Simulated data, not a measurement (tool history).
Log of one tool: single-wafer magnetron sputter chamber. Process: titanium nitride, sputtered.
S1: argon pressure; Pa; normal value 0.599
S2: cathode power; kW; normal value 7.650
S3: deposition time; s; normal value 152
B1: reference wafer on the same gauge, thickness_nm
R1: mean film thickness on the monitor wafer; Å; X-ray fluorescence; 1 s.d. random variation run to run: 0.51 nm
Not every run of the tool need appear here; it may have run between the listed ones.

run     day     S1     S2   S3       B1       R1
  1   0.000  0.599  7.650  131  201.994  1659.94
  2   0.842  0.599  7.650  152  202.075  1924.86
  3   1.421  0.599  7.650  152  201.990  1934.09
  4   2.071  0.599  7.650  152  202.019  1926.92
  5   3.075  0.599  7.650  152  202.129  1930.58
  6   3.746  0.599  7.650  152  201.963  1925.38
  7   5.046  0.599  7.650  152  202.058  1925.56
  8   5.900  0.599  7.650  152  201.941  1925.19
  9   7.125  0.599  7.650  152  201.933  1917.66
 10   8.058  0.599  7.650  135  202.058  1714.96
 11   9.150  0.599  7.650  135  201.999  1712.49
 12  10.325  0.681  7.650  152  202.063  1863.44
 13  11.300  0.538  7.650  152  201.999  1968.89
 14  11.804  0.369  7.650  152  201.973  2114.97
 15  12.858  0.599  7.650  152  202.000  1925.34
     13.921  -- sputter target and shields replaced
 16  16.429  0.676  6.850  152  201.966  1722.84
     17.896  -- gauge calibrated
 17  19.317  0.467  7.650  173  201.902  2309.46
     20.204  -- magnet pack replaced
 18  20.225  0.599  7.650  152  201.973  1916.80
 19  21.429  0.599  7.650  152  202.073  1927.43
 20  24.742  0.599  9.000  152  201.880  2186.55
 21  25.688  0.599  7.650  132  202.077  1669.59
     26.238  -- capacitance manometer re-zeroed and calibrated
 22  26.825  0.599  7.650  152  202.058  1898.06
 23  28.167  0.388  7.650  152  202.163  2079.25
     28.671  -- sputter target and shields replaced
 24  29.538  0.510  7.650  163  202.055  2127.49
 25  30.196  0.471  7.650  152  202.129  2022.32
 26  32.812  0.746  9.200  179  202.005  2446.67
 27  34.071  0.599  5.950  152  202.045  1596.93
 28  34.654  0.599  7.650  174  201.838  2198.48
 29  35.283  0.599  7.650  152  202.040  1909.81
 30  36.088  0.538  7.650  152  202.024  1958.24
 31  36.962  0.599  7.650  165  202.070  2068.36
 32  38.283  0.599  7.650  152  201.899  1929.26
 33  38.958  0.599  6.600  152  201.982  1724.07
 34  39.804  0.599  7.650  152  202.134  1912.26

Exercise: give the hidden state of the tool at every run:
deposition rate above that of a new target (%): 0 at every run
gauge reads high (%): 0 at every run
H1: true argon pressure above the setpoint (%)
run      H1
  1   -4.39
  2   -4.46
  3    -4.5
  4   -4.55
  5   -4.61
  6   -4.66
  7   -4.74
  8   -4.78
  9   -4.85
 10   -4.89
 11   -4.94
 12   -4.99
 13   -5.03
 14   -5.05
 15   -5.08
 16   -5.19
 17   -5.26
 18   -5.28
 19    -5.3
 20   -5.36
 21   -5.37
 22  -0.613
 23   -1.08
 24   -1.51
 25   -1.71
 26    -2.4
 27   -2.69
 28   -2.82
 29   -2.95
 30   -3.11
 31   -3.27
 32    -3.5
 33   -3.61
 34   -3.74
